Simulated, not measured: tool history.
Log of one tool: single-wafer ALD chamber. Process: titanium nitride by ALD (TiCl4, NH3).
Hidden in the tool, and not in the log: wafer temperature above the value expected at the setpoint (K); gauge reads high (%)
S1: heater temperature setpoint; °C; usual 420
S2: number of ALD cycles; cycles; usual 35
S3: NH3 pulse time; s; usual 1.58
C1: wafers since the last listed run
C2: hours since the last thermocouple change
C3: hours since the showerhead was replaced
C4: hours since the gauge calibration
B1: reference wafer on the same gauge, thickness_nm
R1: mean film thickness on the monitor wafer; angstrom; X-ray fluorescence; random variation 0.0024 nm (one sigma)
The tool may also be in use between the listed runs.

run   hour   S1  S2    S3   C1     C2      C3     C4     B1    R1
  1    0.0  429  30  1.58    0  605.2  4832.5  136.4  0.684  6.31
  2   16.5  429  30  1.58  117  621.7  4849.0  152.9  0.683  6.33
  3   48.7  420  38  1.58  230  653.9  4881.2  185.1  0.682  7.98
  4   67.0  420  38  1.58  130  672.2  4899.5  203.4  0.682  7.97
  5   85.7  420  35  1.58  133  690.9  4918.2  222.1  0.680  7.35
  6  112.4  420  35  1.58  190  717.6  4944.9  248.8  0.679  7.29
     119.9  -- gauge calibrated
     125.0  -- showerhead replaced
  7  125.5  420  35  1.58   36  730.7     0.5    5.6  0.685  7.35
  8  141.2  408  31  1.92  112  746.4    16.2   21.3  0.684  6.52
  9  168.4  420  35  1.58  194  773.6    43.4   48.5  0.685  7.34
 10  187.6  424  33  1.34  137  792.8    62.6   67.7  0.685  6.89
     204.3  -- thermocouple changed; heater temperature recalibrated
 11  219.5  420  33  1.23  170   15.2    94.5   99.6  0.683  6.88
 12  239.6  415  30  1.26  143   35.3   114.6  119.7  0.684  6.21
 13  263.6  425  40  1.35  171   59.3   138.6  143.7  0.683  8.37
 14  297.0  420  35  1.58  238   92.7   172.0  177.1  0.682  7.36

Measured less the same run without the tool's hidden state. The same run-to-run variation is in both; the gauge's scatter may not be:
run     R1
  1  -0.01
  2  -0.01
  3  -0.03
  4  -0.03
  5  -0.04
  6  -0.06
  7  +0.01
  8  +0.01
  9  +0.01
 10  +0.00
 11  +0.00
 12  -0.01
 13  -0.01
 14  -0.03
